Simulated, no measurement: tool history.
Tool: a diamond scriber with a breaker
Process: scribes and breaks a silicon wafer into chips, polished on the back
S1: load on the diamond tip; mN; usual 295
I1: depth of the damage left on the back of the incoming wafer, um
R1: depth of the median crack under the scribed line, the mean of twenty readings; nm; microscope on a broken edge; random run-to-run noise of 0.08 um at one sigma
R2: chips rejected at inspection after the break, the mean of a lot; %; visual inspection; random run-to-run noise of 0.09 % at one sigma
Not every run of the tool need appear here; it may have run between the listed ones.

{"run": 1, "hour": 0.0, "S1": 295, "I1": 0.04, "R1": 9850, "R2": 2.24}
{"run": 2, "hour": 55.9, "S1": 295, "I1": 0.02, "R1": 9820, "R2": 2.45}
{"run": 3, "hour": 101.5, "S1": 361, "I1": 0.02, "R1": 11400, "R2": 16.15}
{"run": 4, "hour": 145.5, "S1": 361, "I1": 0.04, "R1": 11440, "R2": 16.22}
{"run": 5, "hour": 183.7, "S1": 295, "I1": 0.02, "R1": 9730, "R2": 1.69}
{"run": 6, "hour": 212.5, "S1": 295, "I1": 0.02, "R1": 9860, "R2": 1.54}
{"run": 7, "hour": 280.2, "S1": 295, "I1": 0.03, "R1": 9690, "R2": 1.4}
{"run": 8, "hour": 318.7, "S1": 295, "I1": 0.02, "R1": 9550, "R2": 1.45}
{"run": 9, "hour": 343.3, "S1": 354, "I1": 0.05, "R1": 11030, "R2": 10.89}
{"run": 10, "hour": 387.7, "S1": 225, "I1": 0.01, "R1": 7670, "R2": 17.81}
{"hour": 394.3, "done": "diamond tip replaced by a new one"}
{"run": 11, "hour": 428.3, "S1": 342, "I1": 0.02, "R1": 11840, "R2": 19.76}
{"run": 12, "hour": 454.3, "S1": 342, "I1": 0.03, "R1": 11800, "R2": 18.6}
{"hour": 460.0, "done": "load on the tip recalibrated"}
{"run": 13, "hour": 520.8, "S1": 231, "I1": 0.03, "R1": 7640, "R2": 20.06}
{"run": 14, "hour": 575.9, "S1": 325, "I1": 0.04, "R1": 10010, "R2": 2.61}
{"run": 15, "hour": 644.9, "S1": 261, "I1": 0.05, "R1": 8370, "R2": 6.21}
{"run": 16, "hour": 696.4, "S1": 250, "I1": 0.01, "R1": 8290, "R2": 9.16}
{"run": 17, "hour": 723.4, "S1": 295, "I1": 0.02, "R1": 9350, "R2": 1.29}

Predict each of these 3 candidate next runs independently; none follows another, all start after run 17:
{"run": "A", "hour": 724.0, "S1": 295, "I1": 0.02, "R1": "?", "R2": "?"}
{"run": "B", "hour": 724.0, "S1": 320, "I1": 0.02, "R1": "?", "R2": "?"}
{"run": "C", "hour": 724.0, "S1": 338, "I1": 0.02, "R1": "?", "R2": "?"}

run=A R1=9370 R2=1.33
run=B R1=9970 R2=2.49
run=C R1=10400 R2=5.23
Take away the tool's hidden state, keep each run's random variation, and the runs would have read:
run=A R1=9470 R2=1.27
run=B R1=10080 R2=3.08
run=C R1=10510 R2=6.23
